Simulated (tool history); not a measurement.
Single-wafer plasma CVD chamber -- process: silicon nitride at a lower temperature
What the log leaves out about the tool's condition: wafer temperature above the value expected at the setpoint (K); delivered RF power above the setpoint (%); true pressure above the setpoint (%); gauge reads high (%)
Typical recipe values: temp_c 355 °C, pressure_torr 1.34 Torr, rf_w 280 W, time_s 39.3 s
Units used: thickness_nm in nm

run    hour  temp_c  pressure_torr  rf_w  time_s  wafers since the last listed run  hours since the last thermocouple change  hours since the last RF generator calibration  hours since the last manometer calibration  hours since the showerhead was replaced  hours since the gauge calibration  read-back reference wafer on the same gauge, thickness_nm  thickness_nm
  1       0     355           1.34   280    42.4                                 0                                    1585.4                                          566.9                                      1078.9                                   2219.7                             1407.5                                                     47.565        46.219
  2    45.6     355           1.34   280    42.4                               950                                      1631                                          612.5                                      1124.5                                   2265.3                             1453.1                                                      47.51        46.131
  3   123.8     355           1.34   280    42.4                              1630                                    1709.2                                          690.7                                      1202.7                                   2343.5                             1531.3                                                     47.472        45.958
  4   162.1     355           1.34   280    39.3                               798                                    1747.5                                            729                                        1241                                   2381.8                             1569.6                                                     47.475        42.796
  5   264.8     355           1.34   280    39.3                              2141                                    1850.2                                          831.7                                      1343.7                                   2484.5                             1672.3                                                     47.408         42.91
  6   338.8     355           1.34   280    39.3                              1543                                    1924.2                                          905.7                                      1417.7                                   2558.5                             1746.3                                                     47.413        42.678
  7   647.1     355           1.34   310    39.3                              6428                                    2232.5                                           1214                                        1726                                   2866.8                             2054.6                                                     47.208         46.63
  8   718.5     355           1.43   280    39.3                              1488                                    2303.9                                         1285.4                                      1797.4                                   2938.2                               2126                                                     47.204        43.063
  9   782.7     355           1.43   280    39.3                              1338                                    2368.1                                         1349.6                                      1861.6                                   3002.4                             2190.2                                                     47.108        43.013
 10   888.8     355           1.34   280    39.3                              2212                                    2474.2                                         1455.7                                      1967.7                                   3108.5                             2296.3                                                     47.083        42.418
 11     941     355           1.34   280    39.3                              1088                                    2526.4                                         1507.9                                      2019.9                                   3160.7                             2348.5                                                     47.072        42.377
 12    1003     355           1.34   280    39.3                              1292                                    2588.4                                         1569.9                                      2081.9                                   3222.7                             2410.5                                                     47.005        42.546
 13  1050.6     355           1.34   280    39.3                               992                                      2636                                         1617.5                                      2129.5                                   3270.3                             2458.1                                                     47.012        42.183
 14  1146.1     355           1.34   295    41.7                              1991                                    2731.5                                           1713                                        2225                                   3365.8                             2553.6                                                     46.916        47.002
     1158.5  -- thermocouple changed; heater temperature recalibrated
       1162  -- gauge calibrated
     1212.2  -- showerhead replaced
 15  1233.8     364           1.64   310    36.3                              1495                                      75.3                                         1800.7                                      2312.7                                     21.6                               71.8                                                     47.832        45.051
     1290.6  -- capacitance manometer re-zeroed and calibrated
 16  1291.1     355           1.34   280    42.9                              1027                                     132.6                                           1858                                         0.5                                     78.9                              129.1                                                      47.84        46.951
     1357.4  -- RF generator calibrated
 17  1374.6     355           1.56   305    39.3                              1574                                     216.1                                           17.2                                          84                                    162.4                              212.6                                                      47.82        48.161
 18  1462.7     355           1.34   280    39.3                              1837                                     304.2                                          105.3                                       172.1                                    250.5                              300.7                                                     47.827        43.157
 19  1528.5     355           1.45   310    39.3                              1372                                       370                                          171.1                                       237.9                                    316.3                              366.5                                                     47.815        48.017
 20  1576.1     355           1.34   280    42.4                               992                                     417.6                                          218.7                                       285.5                                    363.9                              414.1                                                     47.794        46.443
 21    1666     355           1.34   265    39.3                              1874                                     507.5                                          308.6                                       375.4                                    453.8                                504                                                     47.778        40.773
 22  1727.9     355           1.02   280    39.3                              1290                                     569.4                                          370.5                                       437.3                                    515.7                              565.9                                                     47.779        40.776
 23  1809.4     363           1.34   305    45.8                              1699                                     650.9                                            452                                       518.8                                    597.2                              647.4                                                     47.772        54.044
 24  1866.2     355           1.65   310    42.9                              1184                                     707.7                                          508.8                                       575.6                                      654                              704.2                                                     47.739        53.479
 25  1904.7     355           1.45   280    39.3                               802                                     746.2                                          547.3                                       614.1                                    692.5                              742.7                                                     47.714        43.841
 26  1950.2     341           1.43   315      35                               948                                     791.7                                          592.8                                       659.6                                      738                              788.2                                                     47.707        43.403
 27  2019.4     355            1.6   280    44.5                              1442                                     860.9                                            662                                       728.8                                    807.2                              857.4                                                     47.659        50.344

How the hidden state differs across the entries between the runs, from the last listed run before each to the first after it:
Run 14 -> run 15: thermocouple changed; heater temperature recalibrated (hour 1158.5); gauge calibrated (hour 1162); showerhead replaced (hour 1212.2)
  gauge reads high (%): -2.07 -> -0.159
  measured less the result without the state, thickness_nm: -0.993 -> -0.072 nm
Run 15 -> run 16: capacitance manometer re-zeroed and calibrated (hour 1290.6)
  gauge reads high (%): -0.159 -> -0.162
  measured less the result without the state, thickness_nm: -0.072 -> -0.077 nm
Run 16 -> run 17: RF generator calibrated (hour 1357.4)
  gauge reads high (%): -0.162 -> -0.171
  measured less the result without the state, thickness_nm: -0.077 -> -0.083 nm

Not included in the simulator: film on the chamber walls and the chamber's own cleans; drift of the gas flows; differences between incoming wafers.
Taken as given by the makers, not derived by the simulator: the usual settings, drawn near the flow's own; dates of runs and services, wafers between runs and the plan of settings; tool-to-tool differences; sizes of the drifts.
